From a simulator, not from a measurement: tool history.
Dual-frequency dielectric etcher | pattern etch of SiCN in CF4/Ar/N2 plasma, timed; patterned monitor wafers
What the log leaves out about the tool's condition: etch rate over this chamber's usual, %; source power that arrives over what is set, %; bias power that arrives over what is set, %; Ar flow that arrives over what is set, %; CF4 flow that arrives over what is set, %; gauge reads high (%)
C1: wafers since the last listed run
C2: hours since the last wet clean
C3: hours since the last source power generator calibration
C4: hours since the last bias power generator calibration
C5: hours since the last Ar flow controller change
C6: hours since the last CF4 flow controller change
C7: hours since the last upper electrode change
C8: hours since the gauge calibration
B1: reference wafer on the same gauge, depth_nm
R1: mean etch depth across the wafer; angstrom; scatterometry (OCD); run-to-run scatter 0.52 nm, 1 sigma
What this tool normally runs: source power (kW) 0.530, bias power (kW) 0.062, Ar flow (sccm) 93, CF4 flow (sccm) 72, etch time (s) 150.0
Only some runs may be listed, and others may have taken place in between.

run 1 hour=0.0 | source_power_(kW)=0.530 bias_power_(kW)=0.062 Ar_flow_(sccm)=93 CF4_flow_(sccm)=72 etch_time_(s)=150.0 | C1=0 C2=51.6 C3=1699.2 C4=3948.7 C5=4148.9 C6=5494.6 C7=1808.9 C8=154.0 | B1=153.9 | R1=1404
run 2 hour=38.8 | source_power_(kW)=0.530 bias_power_(kW)=0.062 Ar_flow_(sccm)=93 CF4_flow_(sccm)=72 etch_time_(s)=150.0 | C1=186 C2=90.4 C3=1738.0 C4=3987.5 C5=4187.7 C6=5533.4 C7=1847.7 C8=192.8 | B1=154.0 | R1=1401
run 3 hour=70.9 | source_power_(kW)=0.530 bias_power_(kW)=0.062 Ar_flow_(sccm)=93 CF4_flow_(sccm)=72 etch_time_(s)=172.0 | C1=154 C2=122.5 C3=1770.1 C4=4019.6 C5=4219.8 C6=5565.5 C7=1879.8 C8=224.9 | B1=154.0 | R1=1612
run 4 hour=113.0 | source_power_(kW)=0.530 bias_power_(kW)=0.062 Ar_flow_(sccm)=93 CF4_flow_(sccm)=72 etch_time_(s)=172.0 | C1=201 C2=164.6 C3=1812.2 C4=4061.7 C5=4261.9 C6=5607.6 C7=1921.9 C8=267.0 | B1=154.0 | R1=1619
run 5 hour=165.1 | source_power_(kW)=0.490 bias_power_(kW)=0.062 Ar_flow_(sccm)=100 CF4_flow_(sccm)=72 etch_time_(s)=150.0 | C1=249 C2=216.7 C3=1864.3 C4=4113.8 C5=4314.0 C6=5659.7 C7=1974.0 C8=319.1 | B1=154.1 | R1=1290
-- hour=262.5 bias power generator calibrated
-- hour=343.4 wet clean of the chamber
-- hour=357.2 gauge calibrated
run 6 hour=358.9 | source_power_(kW)=0.490 bias_power_(kW)=0.062 Ar_flow_(sccm)=100 CF4_flow_(sccm)=72 etch_time_(s)=150.0 | C1=795 C2=15.5 C3=2058.1 C4=96.4 C5=4507.8 C6=5853.5 C7=2167.8 C8=1.7 | B1=153.9 | R1=1297
run 7 hour=386.2 | source_power_(kW)=0.490 bias_power_(kW)=0.062 Ar_flow_(sccm)=100 CF4_flow_(sccm)=72 etch_time_(s)=150.0 | C1=130 C2=42.8 C3=2085.4 C4=123.7 C5=4535.1 C6=5880.8 C7=2195.1 C8=29.0 | B1=154.0 | R1=1290
run 8 hour=417.1 | source_power_(kW)=0.530 bias_power_(kW)=0.062 Ar_flow_(sccm)=93 CF4_flow_(sccm)=72 etch_time_(s)=150.0 | C1=148 C2=73.7 C3=2116.3 C4=154.6 C5=4566.0 C6=5911.7 C7=2226.0 C8=59.9 | B1=154.0 | R1=1400
run 9 hour=476.1 | source_power_(kW)=0.530 bias_power_(kW)=0.062 Ar_flow_(sccm)=93 CF4_flow_(sccm)=72 etch_time_(s)=150.0 | C1=283 C2=132.7 C3=2175.3 C4=213.6 C5=4625.0 C6=5970.7 C7=2285.0 C8=118.9 | B1=154.1 | R1=1401
-- hour=532.6 upper electrode replaced
run 10 hour=548.1 | source_power_(kW)=0.660 bias_power_(kW)=0.062 Ar_flow_(sccm)=93 CF4_flow_(sccm)=72 etch_time_(s)=108.5 | C1=230 C2=204.7 C3=2247.3 C4=285.6 C5=4697.0 C6=6042.7 C7=15.5 C8=190.9 | B1=153.8 | R1=1218
-- hour=570.3 CF4 flow controller replaced
-- hour=595.4 source power generator calibrated
-- hour=597.9 Ar flow controller replaced
run 11 hour=616.1 | source_power_(kW)=0.530 bias_power_(kW)=0.062 Ar_flow_(sccm)=102 CF4_flow_(sccm)=61 etch_time_(s)=150.0 | C1=266 C2=272.7 C3=20.7 C4=353.6 C5=18.2 C6=45.8 C7=83.5 C8=258.9 | B1=154.0 | R1=1331
run 12 hour=668.7 | source_power_(kW)=0.460 bias_power_(kW)=0.068 Ar_flow_(sccm)=93 CF4_flow_(sccm)=72 etch_time_(s)=150.0 | C1=252 C2=325.3 C3=73.3 C4=406.2 C5=70.8 C6=98.4 C7=136.1 C8=311.5 | B1=153.8 | R1=1283
-- hour=748.4 wet clean of the chamber
run 13 hour=748.9 | source_power_(kW)=0.460 bias_power_(kW)=0.062 Ar_flow_(sccm)=93 CF4_flow_(sccm)=72 etch_time_(s)=118.5 | C1=269 C2=0.5 C3=153.5 C4=486.4 C5=151.0 C6=178.6 C7=216.3 C8=391.7 | B1=153.9 | R1=983
run 14 hour=750.9 | source_power_(kW)=0.560 bias_power_(kW)=0.047 Ar_flow_(sccm)=93 CF4_flow_(sccm)=72 etch_time_(s)=150.0 | C1=9 C2=2.5 C3=155.5 C4=488.4 C5=153.0 C6=180.6 C7=218.3 C8=393.7 | B1=154.0 | R1=1372

Below are 3 alternative next runs, each starting from the tool's condition after run 14. Predict each:
run A hour=751.4 | source_power_(kW)=0.530 bias_power_(kW)=0.062 Ar_flow_(sccm)=93 CF4_flow_(sccm)=72 etch_time_(s)=150.0 | C1=2 C2=3.0 C3=156.0 C4=488.9 C5=153.5 C6=181.1 C7=218.8 C8=394.2 | B1=? | R1=?
run B hour=751.4 | source_power_(kW)=0.580 bias_power_(kW)=0.062 Ar_flow_(sccm)=87 CF4_flow_(sccm)=72 etch_time_(s)=150.0 | C1=2 C2=3.0 C3=156.0 C4=488.9 C5=153.5 C6=181.1 C7=218.8 C8=394.2 | B1=? | R1=?
run C hour=751.4 | source_power_(kW)=0.530 bias_power_(kW)=0.049 Ar_flow_(sccm)=101 CF4_flow_(sccm)=80 etch_time_(s)=150.0 | C1=2 C2=3.0 C3=156.0 C4=488.9 C5=153.5 C6=181.1 C7=218.8 C8=394.2 | B1=? | R1=?

run=A B1=153.9 R1=1393
run=B B1=153.9 R1=1528
run=C B1=153.9 R1=1307
Without the tool's hidden state the same runs would have given:
run=A R1=1393
run=B R1=1528
run=C R1=1307
